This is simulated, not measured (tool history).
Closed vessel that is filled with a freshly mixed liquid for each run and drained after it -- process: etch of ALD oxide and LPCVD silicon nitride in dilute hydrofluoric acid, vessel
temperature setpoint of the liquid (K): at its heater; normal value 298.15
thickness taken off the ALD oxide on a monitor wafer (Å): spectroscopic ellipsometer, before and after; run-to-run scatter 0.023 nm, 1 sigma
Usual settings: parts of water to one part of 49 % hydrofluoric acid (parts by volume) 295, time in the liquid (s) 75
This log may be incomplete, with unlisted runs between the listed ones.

run,day,temperature setpoint of the liquid (K),parts of water to one part of 49 % hydrofluoric acid (parts by volume),time in the liquid (s),wafers since the last listed run,hours since the thermometer was replaced,hours since the hydrofluoric acid flow meter was replaced,hours since the gauge calibration,"read-back film thickness of the ALD oxide reference wafer, read on the same gauge (nm)",thickness taken off the ALD oxide on a monitor wafer (Å)
1,0.000,298.15,295,75,0,1027.0,1480.5,382.6,90.02,53.0
# day 1.008: gauge calibrated
2,1.204,298.15,295,75,3510,1055.9,1509.4,4.7,90.03,52.8
3,2.367,298.15,295,75,3388,1083.8,1537.3,32.6,89.97,52.6
4,2.988,298.15,295,75,1809,1098.7,1552.2,47.5,89.95,52.4
5,4.112,298.15,215,75,3279,1125.7,1579.2,74.5,89.97,78.9
6,5.292,298.15,215,75,3437,1154.0,1607.5,102.8,89.99,78.0
7,9.621,298.15,215,75,12619,1257.9,1711.4,206.7,90.04,78.2
8,10.217,298.15,295,75,1736,1272.2,1725.7,221.0,90.00,51.5
9,11.125,298.15,295,75,2647,1294.0,1747.5,242.8,90.01,51.7
# day 12.183: hydrofluoric acid flow meter replaced
10,12.204,298.15,180,75,3024,1319.9,0.5,268.7,89.99,108.5
11,13.504,298.15,180,75,3789,1351.1,31.7,299.9,90.02,108.4
12,14.325,298.15,180,75,2392,1370.8,51.4,319.6,90.02,107.7
# day 15.138: thermometer replaced
13,15.271,298.15,295,75,2635,3.2,74.1,342.3,90.04,58.2
14,16.496,294.15,295,90,3570,32.6,103.5,371.7,90.00,60.6
15,17.121,298.15,160,50,1821,47.6,118.5,386.7,89.99,83.4
16,17.621,298.15,295,75,1457,59.6,130.5,398.7,89.96,57.9
# day 18.112: gauge calibrated
17,18.267,298.15,335,110,1882,75.1,146.0,3.7,89.99,71.6
18,19.354,303.15,295,75,3169,101.2,172.1,29.8,89.98,68.3
19,20.279,298.15,295,75,2696,123.4,194.3,52.0,90.01,57.9
20,21.450,298.15,295,40,3412,151.5,222.4,80.1,89.98,30.7
21,22.379,302.15,295,75,2708,173.8,244.7,102.4,89.98,66.1
22,23.242,302.65,215,115,2514,194.5,265.4,123.1,90.00,154.5
23,24.650,295.65,295,60,4105,228.3,299.2,156.9,89.99,42.0
24,25.329,298.15,295,75,1979,244.6,315.5,173.2,90.04,57.4
25,26.638,298.15,295,105,3813,276.0,346.9,204.6,90.02,80.3
26,27.571,301.65,415,75,2720,298.4,369.3,227.0,90.02,40.3
27,28.917,295.15,225,75,3923,330.7,401.6,259.3,89.95,71.9

3 ways to go on from here, each from the tool as it stands after run 27. What would each give?
A,28.946,298.15,295,75,85,331.4,402.3,260.0,?,?
B,28.946,298.15,175,75,85,331.4,402.3,260.0,?,?
C,28.946,298.15,295,90,85,331.4,402.3,260.0,?,?

run,"read-back film thickness of the ALD oxide reference wafer, read on the same gauge (nm)",thickness taken off the ALD oxide on a monitor wafer (Å)
A,90.00,56.5
B,90.00,108.6
C,90.00,67.8
Without the tool's hidden state the same runs would have given:
run,thickness taken off the ALD oxide on a monitor wafer (Å)
A,59.5
B,114.0
C,71.4

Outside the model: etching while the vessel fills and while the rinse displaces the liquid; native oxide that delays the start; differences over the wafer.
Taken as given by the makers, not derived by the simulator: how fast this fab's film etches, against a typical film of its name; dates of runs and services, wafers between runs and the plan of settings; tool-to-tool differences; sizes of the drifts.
